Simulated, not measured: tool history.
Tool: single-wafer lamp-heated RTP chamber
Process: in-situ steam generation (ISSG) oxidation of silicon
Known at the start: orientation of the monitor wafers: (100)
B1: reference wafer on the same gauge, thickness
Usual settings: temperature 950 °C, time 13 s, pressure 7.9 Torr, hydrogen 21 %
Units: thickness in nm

Run 1, hour 0.0: usual settings; B1 3.380. Result: thickness 3.683 nm.
Run 2, hour 106.1: usual settings; B1 3.382. Result: thickness 3.678 nm.
Run 3, hour 191.7: usual settings; B1 3.377. Result: thickness 3.656 nm.
At hour 201.1: pyrometer window cleaned and pyrometer calibrated.
Run 4, hour 299.1: usual settings; B1 3.382. Result: thickness 3.618 nm.
At hour 365.4: hydrogen flow controller replaced.
Run 5, hour 401.7: usual settings; B1 3.379. Result: thickness 3.624 nm.
Run 6, hour 493.8: usual settings; B1 3.380. Result: thickness 3.629 nm.
Run 7, hour 543.0: usual settings; B1 3.382. Result: thickness 3.663 nm.
Run 8, hour 597.2: usual settings; B1 3.380. Result: thickness 3.675 nm.
Run 9, hour 689.9: usual settings; B1 3.380. Result: thickness 3.686 nm.
Run 10, hour 772.7: usual settings; B1 3.381. Result: thickness 3.673 nm.
Run 11, hour 866.5: usual settings; B1 3.378. Result: thickness 3.680 nm.
At hour 886.1: pyrometer window cleaned and pyrometer calibrated.
Run 12, hour 951.7: usual settings; B1 3.380. Result: thickness 3.613 nm.
At hour 964.2: gauge calibrated.
Run 13, hour 999.8: usual settings but hydrogen 11 %; B1 3.376. Result: thickness 3.117 nm.
Run 14, hour 1065.3: usual settings but pressure 9.2 Torr; B1 3.378. Result: thickness 3.564 nm.
Run 15, hour 1133.6: usual settings but time 15 s; B1 3.380. Result: thickness 3.866 nm.
Run 16, hour 1182.8: usual settings; B1 3.382. Result: thickness 3.613 nm.
At hour 1196.8: pressure gauge zeroed.
Run 17, hour 1264.1: usual settings; B1 3.381. Result: thickness 3.677 nm.
Run 18, hour 1302.1: usual settings; B1 3.376. Result: thickness 3.686 nm.
Run 19, hour 1395.2: usual settings but temperature 938 °C, pressure 9.3 Torr; B1 3.376. Result: thickness 3.516 nm.
Run 20, hour 1495.4: usual settings but temperature 939 °C, time 10 s, pressure 8.3 Torr; B1 3.382. Result: thickness 3.249 nm.
Run 21, hour 1539.1: usual settings but pressure 8.3 Torr, hydrogen 16 %; B1 3.378. Result: thickness 3.440 nm.

Forecast run 22:
Run 22, hour 1597.4: usual settings; B1 ?. Result: thickness ?.

B1: 3.380
thickness: 3.701 nm
Without the tool's hidden state the same run would have given thickness 3.588 nm.
